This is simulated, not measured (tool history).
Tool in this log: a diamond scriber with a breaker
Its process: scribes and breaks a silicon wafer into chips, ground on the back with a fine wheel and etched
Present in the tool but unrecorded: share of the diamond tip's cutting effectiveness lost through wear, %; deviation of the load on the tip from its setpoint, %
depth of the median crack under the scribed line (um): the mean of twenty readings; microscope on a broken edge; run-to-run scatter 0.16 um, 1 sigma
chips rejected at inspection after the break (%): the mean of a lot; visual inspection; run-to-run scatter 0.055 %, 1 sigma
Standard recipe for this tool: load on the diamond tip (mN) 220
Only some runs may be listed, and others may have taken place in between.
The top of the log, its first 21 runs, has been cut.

| run | hour | load on the diamond tip (mN) | wafers since the last listed run | hours since the diamond tip was replaced | hours since the load on the tip was calibrated | incoming depth of the damage left on the back of the incoming wafer, um | depth of the median crack under the scribed line (um) | chips rejected at inspection after the break (%) |
|---|---|---|---|---|---|---|---|---|
| 22 | 545.7 | 179 | 75 | 411.5 | 177.0 | 0.63 | 9.94 | 14.13 |
| 23 | 580.4 | 220 | 85 | 446.2 | 211.7 | 0.49 | 12.17 | 0.84 |
| 24 | 593.9 | 220 | 33 | 459.7 | 225.2 | 0.39 | 12.24 | 0.96 |
| 25 | 610.0 | 264 | 39 | 475.8 | 241.3 | 0.41 | 13.98 | 8.15 |
| 26 | 623.1 | 220 | 32 | 488.9 | 254.4 | 0.30 | 12.32 | 0.80 |
| 27 | 657.6 | 261 | 85 | 523.4 | 288.9 | 0.50 | 13.91 | 6.42 |
| 28 | 681.7 | 220 | 59 | 547.5 | 313.0 | 0.55 | 11.72 | 0.84 |
| 29 | 716.4 | 203 | 85 | 582.2 | 347.7 | 0.73 | 11.35 | 4.27 |
| 30 | 734.2 | 254 | 43 | 600.0 | 365.5 | 0.57 | 13.29 | 3.87 |
| 31 | 761.4 | 194 | 67 | 627.2 | 392.7 | 0.44 | 10.56 | 7.68 |
| 32 | 782.0 | 286 | 50 | 647.8 | 413.3 | 0.31 | 15.36 | 14.64 |
| 33 | 813.6 | 220 | 78 | 679.4 | 444.9 | 0.50 | 12.04 | 1.02 |
| 34 | 835.1 | 183 | 53 | 700.9 | 466.4 | 0.66 | 9.81 | 15.13 |
|  | 850.1 | diamond tip replaced by a new one |
| 35 | 855.4 | 237 | 45 | 5.3 | 486.7 | 0.71 | 12.59 | 1.20 |
| 36 | 879.3 | 220 | 59 | 29.2 | 510.6 | 0.30 | 11.68 | 1.16 |
| 37 | 899.9 | 164 | 50 | 49.8 | 531.2 | 0.67 | 8.85 | 29.11 |
| 38 | 918.2 | 246 | 45 | 68.1 | 549.5 | 0.80 | 12.85 | 1.89 |
| 39 | 936.3 | 168 | 44 | 86.2 | 567.6 | 0.63 | 9.06 | 28.01 |
| 40 | 955.3 | 220 | 46 | 105.2 | 586.6 | 0.51 | 11.57 | 1.38 |
| 41 | 1050.4 | 175 | 235 | 200.3 | 681.7 | 0.52 | 9.41 | 25.59 |
| 42 | 1071.8 | 284 | 52 | 221.7 | 703.1 | 0.54 | 14.49 | 10.39 |

4 ways to go on from here, each from the tool as it stands after run 42. What would each give?
| A | 1072.4 | 250 | 1 | 222.3 | 703.7 | 0.56 | ? | ? |
| B | 1072.4 | 267 | 1 | 222.3 | 703.7 | 0.56 | ? | ? |
| C | 1072.4 | 159 | 1 | 222.3 | 703.7 | 0.56 | ? | ? |
| D | 1072.4 | 255 | 1 | 222.3 | 703.7 | 0.56 | ? | ? |

| run | depth of the median crack under the scribed line (um) | chips rejected at inspection after the break (%) |
|---|---|---|
| A | 13.08 | 1.86 |
| B | 13.85 | 5.11 |
| C | 8.44 | 39.41 |
| D | 13.31 | 2.63 |
The same runs, with their run-to-run variation unchanged, on a tool lacking any hidden condition would have given:
| run | depth of the median crack under the scribed line (um) | chips rejected at inspection after the break (%) |
|---|---|---|
| A | 13.85 | 5.10 |
| B | 14.67 | 10.26 |
| C | 8.94 | 30.38 |
| D | 14.09 | 6.47 |

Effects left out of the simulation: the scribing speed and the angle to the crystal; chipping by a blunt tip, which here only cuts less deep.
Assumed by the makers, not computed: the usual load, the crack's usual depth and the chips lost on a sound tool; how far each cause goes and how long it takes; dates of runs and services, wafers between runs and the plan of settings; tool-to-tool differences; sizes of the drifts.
